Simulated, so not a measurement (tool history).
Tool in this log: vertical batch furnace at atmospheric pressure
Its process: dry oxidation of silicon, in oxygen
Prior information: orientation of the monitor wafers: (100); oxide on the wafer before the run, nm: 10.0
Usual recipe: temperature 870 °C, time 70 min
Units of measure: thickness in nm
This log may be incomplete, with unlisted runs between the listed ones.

run    hour  temperature  time  wafers since the last listed run  hours since the last temperature calibration  hours since the boat lift was adjusted  hours since the gauge calibration  read-back reference wafer on the same gauge, thickness  thickness
  1       0          863    70                                 0                                        4235.9                                  1813.5                              738.7                                                   25.12      20.62
  2    38.8          863    70                               601                                        4274.7                                  1852.3                              777.5                                                    25.1      20.67
  3    79.4          870  97.5                               629                                        4315.3                                  1892.9                              818.1                                                   25.09      25.16
  4   114.4          870  97.5                               542                                        4350.3                                  1927.9                              853.1                                                   25.13      25.18
  5   143.4          870  97.5                               449                                        4379.3                                  1956.9                              882.1                                                   25.11      25.17
  6   178.7          870    70                               546                                        4414.6                                  1992.2                              917.4                                                   25.09      21.54
  7   245.6          870    70                              1036                                        4481.5                                  2059.1                              984.3                                                    25.1       21.6
  8   279.3          870    70                               522                                        4515.2                                  2092.8                               1018                                                   25.09      21.58
  9   330.8          870    70                               797                                        4566.7                                  2144.3                             1069.5                                                   25.11      21.43
 10   437.5          870    70                              1653                                        4673.4                                    2251                             1176.2                                                   25.11      21.46
 11   493.3          870    93                               864                                        4729.2                                  2306.8                               1232                                                   25.12      24.57
 12   537.9          870    70                               690                                        4773.8                                  2351.4                             1276.6                                                    25.1      21.45
 13   564.4          870    70                               410                                        4800.3                                  2377.9                             1303.1                                                   25.08      21.65
 14     602          870    70                               582                                        4837.9                                  2415.5                             1340.7                                                   25.09      21.53
 15   649.4          870    70                               734                                        4885.3                                  2462.9                             1388.1                                                   25.11      21.48
 16     716          870    70                              1031                                        4951.9                                  2529.5                             1454.7                                                   25.11      21.45
      767.8  -- gauge calibrated
 17   890.6          870    70                              2705                                        5126.5                                  2704.1                              122.8                                                    25.1      21.36
      918.3  -- thermocouples replaced and temperature profile calibrated
 18   932.4          870    70                               275                                          14.1                                  2745.9                              164.6                                                    25.1       20.7
 19   994.4          847    70                               960                                          76.1                                  2807.9                              226.6                                                   25.09      17.96
 20  1033.6          892  98.5                               607                                         115.3                                  2847.1                              265.8                                                   25.11      28.77
 21    1060          870    70                               409                                         141.7                                  2873.5                              292.2                                                   25.11      20.74
 22  1092.9          853  93.5                               509                                         174.6                                  2906.4                              325.1                                                    25.1      20.92
 23  1215.6          881  90.5                              1900                                         297.3                                  3029.1                              447.8                                                   25.11      25.29
 24  1275.7          846  52.5                               931                                         357.4                                  3089.2                              507.9                                                   25.09      16.11
 25  1314.3          870    70                               598                                           396                                  3127.8                              546.5                                                   25.07      20.84
 26  1376.6          885  95.5                               965                                         458.3                                  3190.1                              608.8                                                   25.08      26.87
     1404.3  -- boat lift adjusted
 27  1409.4          891  57.5                               136                                         491.1                                     5.1                              641.6                                                   25.11       22.6
 28  1622.6          870   102                              3303                                         704.3                                   218.3                              854.8                                                   25.09       25.3
 29  1675.9          860  88.5                               825                                         757.6                                   271.6                              908.1                                                   25.11      22.15
 30  1734.5          870    70                               907                                         816.2                                   330.2                              966.7                                                    25.1      21.48
 31    1804          870    70                              1076                                         885.7                                   399.7                             1036.2                                                   25.09      21.25
 32  1981.9          879  94.5                              2756                                        1063.6                                   577.6                             1214.1                                                   25.11       26.2
 33  2038.4          863  87.5                               875                                        1120.1                                   634.1                             1270.6                                                   25.11      22.52
 34    2076          870    70                               582                                        1157.7                                   671.7                             1308.2                                                   25.08       21.4
 35  2137.6          870    70                               954                                        1219.3                                   733.3                             1369.8                                                   25.11      21.43

Predict each of these 5 candidate next runs independently; none follows another, all start after run 35:
  A  2142          870    70                                68                                        1223.7                                   737.7                             1374.2                                                       ?          ?
  B  2142          883    43                                68                                        1223.7                                   737.7                             1374.2                                                       ?          ?
  C  2142          885  43.5                                68                                        1223.7                                   737.7                             1374.2                                                       ?          ?
  D  2142          879    46                                68                                        1223.7                                   737.7                             1374.2                                                       ?          ?
  E  2142          883  81.5                                68                                        1223.7                                   737.7                             1374.2                                                       ?          ?

run  read-back reference wafer on the same gauge, thickness  thickness
  A                                                    25.1      21.46
  B                                                    25.1      19.12
  C                                                    25.1      19.44
  D                                                    25.1      19.15
  E                                                    25.1      25.29
With no hidden state in the tool, these same runs would have given:
run  thickness
  A      21.13
  B      18.86
  C      19.18
  D      18.89
  E      24.87
